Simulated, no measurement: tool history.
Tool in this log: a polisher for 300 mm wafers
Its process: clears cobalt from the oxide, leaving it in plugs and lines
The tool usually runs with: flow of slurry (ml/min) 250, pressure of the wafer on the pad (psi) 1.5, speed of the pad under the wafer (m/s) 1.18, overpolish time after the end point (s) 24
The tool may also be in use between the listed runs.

run	hour	flow of slurry (ml/min)	pressure of the wafer on the pad (psi)	speed of the pad under the wafer (m/s)	overpolish time after the end point (s)	incoming thickness of the incoming film, nm	time until the end point was called (s)	dishing of a wide line in a test structure (Å)
1	0	180	1.5	1.18	24	256.6	56.4	282
2	27.5	250	1.5	1.18	24	261.8	55.3	281
3	65.7	250	1.5	1.18	24	260.6	55.3	295
# hour 93.9: slurry nozzle cleaned
4	99.7	250	1.5	1.18	24	260.2	53.2	286
5	135.5	250	1.5	1.18	14	258.3	53.8	261
6	153.3	250	1.5	1.18	24	259.7	54.8	288
7	170.9	250	1.5	1.18	24	257.4	53.5	284
# hour 177.2: worn pad replaced by a new one
8	191.2	250	1.5	1.18	24	258.1	54.1	286
9	218	250	1.5	0.94	24	259.6	63.8	280
# hour 228.4: head pressure recalibrated
10	243.1	250	1.5	1.18	24	257.5	54.1	275
11	255.7	250	1.5	1.18	24	255.2	53.6	291
12	291.1	250	1.5	1.18	24	264.1	55.2	284
13	304.4	185	1.2	1.18	24	262.2	66.2	276
14	332.4	250	1.4	1.18	13	256.7	56.7	252
15	353.7	250	1.5	1.18	29	264.6	55.2	290
# hour 382.5: worn pad replaced by a new one
16	388.5	250	1.5	1.18	14	260.7	55.2	244
17	409.9	175	1.1	1.18	15	261.4	70.1	251
18	427.2	250	1.5	1.18	28	261.7	55.2	293
19	461.2	250	1.6	1.18	12	261.5	52.7	253
20	494	285	1.5	1.04	19	263.8	60	270
21	522.1	310	1.5	1.18	24	258.9	53.8	297
22	546.7	170	1.3	1.18	24	263.1	64	286
# hour 556.4: slurry nozzle cleaned
23	568.1	250	1.5	1.18	24	259.9	54.4	288
24	584.8	250	1.7	1.18	24	257.9	48.3	276
25	602	250	1.5	1.18	24	260.7	54.6	294
# hour 617.7: worn pad replaced by a new one
26	635.9	250	1.5	1.18	24	258.4	53.1	291
27	652.5	250	1.5	0.8	15	257.8	69.6	243
28	678.4	275	1.9	1.6	17	261.6	36.5	280
29	702.7	250	1.2	1.18	13	259.7	62.9	238
30	732.9	250	1.5	0.78	24	264.4	72.6	280
31	767.9	310	1.9	1	30	263.8	51.6	288
32	782.3	250	1.5	1.18	24	261.3	56.2	286
33	801.3	250	1.8	1.18	24	260.5	48.7	290
# hour 811.9: worn pad replaced by a new one
34	821.1	250	1.5	0.8	24	256.3	70.1	275

Branching from run 34: 5 alternative next runs. What would each branch give?
A	821.6	290	1.5	1.18	24	259.5	?	?
B	821.6	315	1.5	1.34	24	259.5	?	?
C	821.6	250	1	1.18	24	259.5	?	?
D	821.6	250	1.3	1.18	37	259.5	?	?
E	821.6	185	1.5	1.18	24	259.5	?	?

run	time until the end point was called (s)	dishing of a wide line in a test structure (Å)
A	53.8	283
B	48.7	285
C	70.9	273
D	60.1	289
E	56.3	281
What these runs would have given with no unlogged condition in the tool:
run	time until the end point was called (s)	dishing of a wide line in a test structure (Å)
A	52.6	283
B	47.8	285
C	69.2	274
D	58.7	289
E	54.7	282

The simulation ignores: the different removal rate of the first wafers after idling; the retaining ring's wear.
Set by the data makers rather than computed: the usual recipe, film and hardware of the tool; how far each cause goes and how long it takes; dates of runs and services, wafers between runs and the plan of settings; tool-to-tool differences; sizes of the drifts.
